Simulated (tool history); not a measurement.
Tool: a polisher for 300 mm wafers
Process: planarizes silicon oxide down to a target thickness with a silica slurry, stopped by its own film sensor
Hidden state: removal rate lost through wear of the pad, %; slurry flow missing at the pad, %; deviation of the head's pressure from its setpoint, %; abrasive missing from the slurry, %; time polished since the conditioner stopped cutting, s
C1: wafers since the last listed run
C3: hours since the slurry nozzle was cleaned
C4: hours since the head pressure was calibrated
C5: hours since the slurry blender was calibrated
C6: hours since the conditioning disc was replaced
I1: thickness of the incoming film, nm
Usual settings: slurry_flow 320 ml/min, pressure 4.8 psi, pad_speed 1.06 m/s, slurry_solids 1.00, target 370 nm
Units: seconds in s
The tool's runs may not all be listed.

{"run": 1, "day": 0.0, "slurry_flow": 320, "pressure": 4.8, "pad_speed": 1.06, "slurry_solids": 1.0, "target": 370, "C1": 0, "wafers polished on this pad": 589, "C3": 118.6, "C4": 491.1, "C5": 158.4, "C6": 201.1, "I1": 751.9, "seconds": 127.9}
{"run": 2, "day": 1.108, "slurry_flow": 320, "pressure": 4.8, "pad_speed": 1.06, "slurry_solids": 1.0, "target": 370, "C1": 285, "wafers polished on this pad": 874, "C3": 145.2, "C4": 517.7, "C5": 185.0, "C6": 227.7, "I1": 761.9, "seconds": 133.2}
{"day": 2.025, "done": "conditioning disc replaced and pad reconditioned"}
{"run": 3, "day": 2.333, "slurry_flow": 260, "pressure": 4.8, "pad_speed": 1.06, "slurry_solids": 1.0, "target": 370, "C1": 293, "wafers polished on this pad": 1168, "C3": 174.6, "C4": 547.1, "C5": 214.4, "C6": 7.4, "I1": 748.7, "seconds": 130.0}
{"day": 5.529, "done": "slurry blender recalibrated"}
{"run": 4, "day": 5.762, "slurry_flow": 260, "pressure": 4.8, "pad_speed": 1.06, "slurry_solids": 1.0, "target": 370, "C1": 861, "wafers polished on this pad": 2029, "C3": 256.9, "C4": 629.4, "C5": 5.6, "C6": 89.7, "I1": 736.7, "seconds": 126.4}
{"day": 8.696, "done": "worn pad replaced by a new one"}
{"run": 5, "day": 8.717, "slurry_flow": 260, "pressure": 4.8, "pad_speed": 1.06, "slurry_solids": 1.0, "target": 370, "C1": 717, "wafers polished on this pad": 5, "C3": 327.8, "C4": 700.3, "C5": 76.5, "C6": 160.6, "I1": 748.0, "seconds": 132.0}
{"run": 6, "day": 11.133, "slurry_flow": 320, "pressure": 4.8, "pad_speed": 0.86, "slurry_solids": 1.0, "target": 370, "C1": 622, "wafers polished on this pad": 627, "C3": 385.8, "C4": 758.3, "C5": 134.5, "C6": 218.6, "I1": 766.1, "seconds": 151.1}
{"run": 7, "day": 12.746, "slurry_flow": 320, "pressure": 4.8, "pad_speed": 1.06, "slurry_solids": 1.0, "target": 370, "C1": 415, "wafers polished on this pad": 1042, "C3": 424.5, "C4": 797.0, "C5": 173.2, "C6": 257.3, "I1": 741.9, "seconds": 129.2}
{"day": 14.029, "done": "conditioning disc replaced and pad reconditioned"}
{"run": 8, "day": 15.362, "slurry_flow": 320, "pressure": 4.8, "pad_speed": 1.06, "slurry_solids": 1.0, "target": 370, "C1": 652, "wafers polished on this pad": 1694, "C3": 487.3, "C4": 859.8, "C5": 236.0, "C6": 32.0, "I1": 742.8, "seconds": 128.0}
{"day": 16.112, "done": "slurry nozzle cleaned"}
{"day": 16.667, "done": "slurry blender recalibrated"}
{"run": 9, "day": 17.042, "slurry_flow": 320, "pressure": 4.8, "pad_speed": 1.06, "slurry_solids": 1.0, "target": 370, "C1": 400, "wafers polished on this pad": 2094, "C3": 22.3, "C4": 900.1, "C5": 9.0, "C6": 72.3, "I1": 746.9, "seconds": 131.0}
{"day": 18.404, "done": "worn pad replaced by a new one"}
{"run": 10, "day": 19.996, "slurry_flow": 320, "pressure": 4.8, "pad_speed": 1.26, "slurry_solids": 1.1, "target": 370, "C1": 717, "wafers polished on this pad": 409, "C3": 93.2, "C4": 971.0, "C5": 79.9, "C6": 143.2, "I1": 751.3, "seconds": 110.5}
{"run": 11, "day": 22.667, "slurry_flow": 320, "pressure": 4.8, "pad_speed": 1.26, "slurry_solids": 1.1, "target": 370, "C1": 687, "wafers polished on this pad": 1097, "C3": 157.3, "C4": 1035.1, "C5": 144.0, "C6": 207.3, "I1": 751.4, "seconds": 114.9}
{"day": 25.033, "done": "conditioning disc replaced and pad reconditioned"}
{"run": 12, "day": 26.862, "slurry_flow": 385, "pressure": 4.8, "pad_speed": 1.22, "slurry_solids": 1.0, "target": 370, "C1": 1058, "wafers polished on this pad": 2155, "C3": 258.0, "C4": 1135.8, "C5": 244.7, "C6": 43.9, "I1": 757.7, "seconds": 119.7}
{"day": 29.158, "done": "slurry blender recalibrated"}
{"run": 13, "day": 29.754, "slurry_flow": 320, "pressure": 6.0, "pad_speed": 1.06, "slurry_solids": 1.3, "target": 314, "C1": 722, "wafers polished on this pad": 2878, "C3": 327.4, "C4": 1205.2, "C5": 14.3, "C6": 113.3, "I1": 751.9, "seconds": 105.9}
{"day": 30.233, "done": "worn pad replaced by a new one"}
{"day": 31.488, "done": "head pressure recalibrated"}
{"run": 14, "day": 31.988, "slurry_flow": 320, "pressure": 4.8, "pad_speed": 1.06, "slurry_solids": 1.0, "target": 370, "C1": 510, "wafers polished on this pad": 430, "C3": 381.0, "C4": 12.0, "C5": 67.9, "C6": 166.9, "I1": 745.6, "seconds": 123.2}
{"run": 15, "day": 33.471, "slurry_flow": 385, "pressure": 4.8, "pad_speed": 1.06, "slurry_solids": 1.25, "target": 370, "C1": 381, "wafers polished on this pad": 812, "C3": 416.6, "C4": 47.6, "C5": 103.5, "C6": 202.5, "I1": 753.2, "seconds": 115.0}
{"run": 16, "day": 35.75, "slurry_flow": 420, "pressure": 6.4, "pad_speed": 1.28, "slurry_solids": 0.85, "target": 370, "C1": 586, "wafers polished on this pad": 1398, "C3": 471.3, "C4": 102.3, "C5": 158.2, "C6": 257.2, "I1": 751.5, "seconds": 99.8}
{"run": 17, "day": 36.846, "slurry_flow": 320, "pressure": 4.8, "pad_speed": 1.06, "slurry_solids": 1.0, "target": 370, "C1": 282, "wafers polished on this pad": 1680, "C3": 497.6, "C4": 128.6, "C5": 184.5, "C6": 283.5, "I1": 744.9, "seconds": 125.0}
{"day": 37.621, "done": "conditioning disc replaced and pad reconditioned"}
{"day": 38.162, "done": "slurry nozzle cleaned"}
{"run": 18, "day": 38.292, "slurry_flow": 320, "pressure": 4.8, "pad_speed": 1.38, "slurry_solids": 1.0, "target": 370, "C1": 340, "wafers polished on this pad": 2020, "C3": 3.1, "C4": 163.3, "C5": 219.2, "C6": 16.1, "I1": 758.2, "seconds": 115.0}
{"day": 39.546, "done": "slurry blender recalibrated"}
{"run": 19, "day": 40.367, "slurry_flow": 320, "pressure": 3.6, "pad_speed": 1.06, "slurry_solids": 1.0, "target": 484, "C1": 512, "wafers polished on this pad": 2533, "C3": 52.9, "C4": 213.1, "C5": 19.7, "C6": 65.9, "I1": 765.4, "seconds": 120.2}
{"run": 20, "day": 41.546, "slurry_flow": 275, "pressure": 3.2, "pad_speed": 1.06, "slurry_solids": 1.0, "target": 370, "C1": 303, "wafers polished on this pad": 2837, "C3": 81.2, "C4": 241.4, "C5": 48.0, "C6": 94.2, "I1": 761.0, "seconds": 188.7}
{"day": 41.912, "done": "worn pad replaced by a new one"}
{"run": 21, "day": 43.596, "slurry_flow": 320, "pressure": 3.3, "pad_speed": 1.06, "slurry_solids": 0.85, "target": 370, "C1": 484, "wafers polished on this pad": 433, "C3": 130.4, "C4": 290.6, "C5": 97.2, "C6": 143.4, "I1": 745.8, "seconds": 198.0}
{"run": 22, "day": 46.538, "slurry_flow": 320, "pressure": 4.8, "pad_speed": 1.06, "slurry_solids": 0.8, "target": 370, "C1": 757, "wafers polished on this pad": 1190, "C3": 201.0, "C4": 361.2, "C5": 167.8, "C6": 214.0, "I1": 741.5, "seconds": 147.6}
{"run": 23, "day": 48.446, "slurry_flow": 400, "pressure": 4.8, "pad_speed": 1.06, "slurry_solids": 1.0, "target": 370, "C1": 491, "wafers polished on this pad": 1681, "C3": 246.8, "C4": 407.0, "C5": 213.6, "C6": 259.8, "I1": 751.4, "seconds": 130.6}
{"day": 48.842, "done": "conditioning disc replaced and pad reconditioned"}
{"run": 24, "day": 50.529, "slurry_flow": 320, "pressure": 4.8, "pad_speed": 1.06, "slurry_solids": 1.0, "target": 370, "C1": 514, "wafers polished on this pad": 2196, "C3": 296.8, "C4": 457.0, "C5": 263.6, "C6": 40.5, "I1": 739.9, "seconds": 127.4}
{"day": 52.267, "done": "slurry blender recalibrated"}
{"run": 25, "day": 53.396, "slurry_flow": 320, "pressure": 5.4, "pad_speed": 1.24, "slurry_solids": 1.0, "target": 370, "C1": 716, "wafers polished on this pad": 2913, "C3": 365.6, "C4": 525.8, "C5": 27.1, "C6": 109.3, "I1": 755.5, "seconds": 104.9}

Forecast each of these 4 alternatives for the next run:
{"run": "A", "day": 53.412, "slurry_flow": 410, "pressure": 4.8, "pad_speed": 1.06, "slurry_solids": 1.0, "target": 370, "C1": 4, "wafers polished on this pad": 2917, "C3": 366.0, "C4": 526.2, "C5": 27.5, "C6": 109.7, "I1": 745.8, "seconds": "?"}
{"run": "B", "day": 53.412, "slurry_flow": 320, "pressure": 6.5, "pad_speed": 1.06, "slurry_solids": 1.2, "target": 470, "C1": 4, "wafers polished on this pad": 2917, "C3": 366.0, "C4": 526.2, "C5": 27.5, "C6": 109.7, "I1": 745.8, "seconds": "?"}
{"run": "C", "day": 53.412, "slurry_flow": 320, "pressure": 3.1, "pad_speed": 1.06, "slurry_solids": 1.0, "target": 409, "C1": 4, "wafers polished on this pad": 2917, "C3": 366.0, "C4": 526.2, "C5": 27.5, "C6": 109.7, "I1": 745.8, "seconds": "?"}
{"run": "D", "day": 53.412, "slurry_flow": 210, "pressure": 4.8, "pad_speed": 1.06, "slurry_solids": 1.0, "target": 370, "C1": 4, "wafers polished on this pad": 2917, "C3": 366.0, "C4": 526.2, "C5": 27.5, "C6": 109.7, "I1": 745.8, "seconds": "?"}

run=A seconds=128.4
run=B seconds=66.0
run=C seconds=170.2
run=D seconds=134.7
Without the tool's hidden state the same runs would have given:
run=A seconds=128.4
run=B seconds=66.0
run=C seconds=170.2
run=D seconds=134.7
